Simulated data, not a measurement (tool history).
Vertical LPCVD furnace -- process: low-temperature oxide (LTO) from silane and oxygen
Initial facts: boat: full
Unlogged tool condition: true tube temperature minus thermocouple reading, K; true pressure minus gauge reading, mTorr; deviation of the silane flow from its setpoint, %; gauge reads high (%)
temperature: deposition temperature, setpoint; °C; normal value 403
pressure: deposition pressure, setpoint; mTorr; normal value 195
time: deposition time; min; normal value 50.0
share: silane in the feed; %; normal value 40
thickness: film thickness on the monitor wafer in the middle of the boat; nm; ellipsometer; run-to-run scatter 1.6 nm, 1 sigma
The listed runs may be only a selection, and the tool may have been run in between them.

| run | hour | temperature | pressure | time | share | wafers since the last listed run | hours since the last temperature calibration | hours since the pressure gauge was zeroed | hours since the silane flow controller was replaced | hours since the gauge calibration | read-back reference wafer on the same gauge, thickness | thickness |
|---|---|---|---|---|---|---|---|---|---|---|---|---|
| 1 | 0.0 | 403 | 195 | 40.0 | 40 | 0 | 2524.5 | 3856.8 | 672.3 | 1009.7 | 393.12 | 335.85 |
| 2 | 104.0 | 403 | 195 | 50.0 | 40 | 845 | 2628.5 | 3960.8 | 776.3 | 1113.7 | 392.96 | 417.79 |
| 3 | 195.8 | 403 | 195 | 50.0 | 40 | 746 | 2720.3 | 4052.6 | 868.1 | 1205.5 | 393.14 | 421.65 |
| 4 | 274.5 | 403 | 195 | 50.0 | 40 | 639 | 2799.0 | 4131.3 | 946.8 | 1284.2 | 393.56 | 419.07 |
| 5 | 335.0 | 403 | 195 | 50.0 | 40 | 491 | 2859.5 | 4191.8 | 1007.3 | 1344.7 | 392.64 | 420.67 |
| 6 | 445.8 | 403 | 195 | 50.0 | 40 | 900 | 2970.3 | 4302.6 | 1118.1 | 1455.5 | 393.09 | 423.42 |
| 7 | 529.6 | 403 | 195 | 50.0 | 40 | 681 | 3054.1 | 4386.4 | 1201.9 | 1539.3 | 393.01 | 422.34 |
| 8 | 567.9 | 403 | 195 | 50.0 | 40 | 311 | 3092.4 | 4424.7 | 1240.2 | 1577.6 | 392.97 | 420.35 |
|  | 610.9 | pressure gauge zeroed |
| 9 | 634.6 | 403 | 195 | 50.0 | 40 | 347 | 3159.1 | 23.7 | 1306.9 | 1644.3 | 392.77 | 422.18 |
| 10 | 700.2 | 412 | 195 | 50.0 | 40 | 533 | 3224.7 | 89.3 | 1372.5 | 1709.9 | 393.20 | 466.12 |
| 11 | 777.8 | 403 | 150 | 38.5 | 40 | 630 | 3302.3 | 166.9 | 1450.1 | 1787.5 | 392.89 | 250.65 |
| 12 | 880.9 | 398 | 235 | 41.5 | 47 | 838 | 3405.4 | 270.0 | 1553.2 | 1890.6 | 392.80 | 473.60 |
| 13 | 983.3 | 403 | 195 | 50.0 | 40 | 832 | 3507.8 | 372.4 | 1655.6 | 1993.0 | 392.98 | 421.65 |
| 14 | 1082.1 | 403 | 195 | 65.5 | 33 | 803 | 3606.6 | 471.2 | 1754.4 | 2091.8 | 393.23 | 431.99 |
|  | 1147.8 | gauge calibrated |
| 15 | 1154.1 | 403 | 155 | 50.0 | 40 | 585 | 3678.6 | 543.2 | 1826.4 | 6.3 | 393.36 | 336.93 |
| 16 | 1249.4 | 403 | 195 | 42.0 | 40 | 774 | 3773.9 | 638.5 | 1921.7 | 101.6 | 393.32 | 354.45 |
| 17 | 1323.5 | 397 | 230 | 42.0 | 34 | 602 | 3848.0 | 712.6 | 1995.8 | 175.7 | 392.99 | 319.07 |
| 18 | 1384.3 | 403 | 195 | 50.0 | 40 | 494 | 3908.8 | 773.4 | 2056.6 | 236.5 | 393.11 | 420.50 |
| 19 | 1652.0 | 403 | 195 | 50.0 | 40 | 2176 | 4176.5 | 1041.1 | 2324.3 | 504.2 | 392.92 | 424.09 |
| 20 | 1699.6 | 403 | 165 | 31.0 | 40 | 386 | 4224.1 | 1088.7 | 2371.9 | 551.8 | 393.08 | 221.92 |
|  | 1741.9 | silane flow controller replaced |
| 21 | 1762.7 | 408 | 180 | 50.0 | 40 | 317 | 4287.2 | 1151.8 | 20.8 | 614.9 | 392.89 | 414.77 |
| 22 | 1842.5 | 403 | 195 | 50.0 | 40 | 648 | 4367.0 | 1231.6 | 100.6 | 694.7 | 392.99 | 426.07 |
| 23 | 1883.1 | 403 | 195 | 50.0 | 40 | 330 | 4407.6 | 1272.2 | 141.2 | 735.3 | 393.04 | 423.61 |
| 24 | 1987.3 | 396 | 195 | 50.0 | 40 | 847 | 4511.8 | 1376.4 | 245.4 | 839.5 | 392.79 | 393.19 |
|  | 2030.9 | thermocouples replaced and temperature profile calibrated |
| 25 | 2188.7 | 403 | 195 | 50.0 | 40 | 1442 | 157.8 | 1577.8 | 446.8 | 1040.9 | 393.55 | 404.90 |
| 26 | 2289.6 | 403 | 195 | 50.0 | 40 | 820 | 258.7 | 1678.7 | 547.7 | 1141.8 | 393.24 | 408.36 |
| 27 | 2392.1 | 403 | 195 | 50.0 | 40 | 833 | 361.2 | 1781.2 | 650.2 | 1244.3 | 392.87 | 410.21 |
| 28 | 2600.9 | 393 | 195 | 66.5 | 47 | 1697 | 570.0 | 1990.0 | 859.0 | 1453.1 | 393.25 | 585.19 |
| 29 | 2802.7 | 413 | 195 | 50.0 | 35 | 1640 | 771.8 | 2191.8 | 1060.8 | 1654.9 | 392.89 | 389.53 |
| 30 | 2842.7 | 412 | 170 | 42.0 | 33 | 325 | 811.8 | 2231.8 | 1100.8 | 1694.9 | 393.05 | 263.75 |

How would selected steps in thickness from run to run divide? Give the signed amount a tool lacking its hidden state would still show from settings, what came in and random variation, and the signed amount left for the hidden state, including any gauge scatter that is not in both of the compared results.
Run 10 -> 11: temperature 412 -> 403, pressure 195 -> 150, time 50.0 -> 38.5. thickness -215.47 nm: hidden state -8.23, all else -207.24.
Run 11 -> 12: temperature 403 -> 398, pressure 150 -> 235, time 38.5 -> 41.5, share 40 -> 47. thickness +222.95 nm: hidden state +8.77, all else +214.18.
Run 19 -> 20: pressure 195 -> 165, time 50.0 -> 31.0. thickness -202.17 nm: hidden state -8.83, all else -193.34.
Run 24 -> 25: temperature 396 -> 403, thermocouples replaced and temperature profile calibrated. thickness +11.71 nm: hidden state -15.45, all else +27.16.
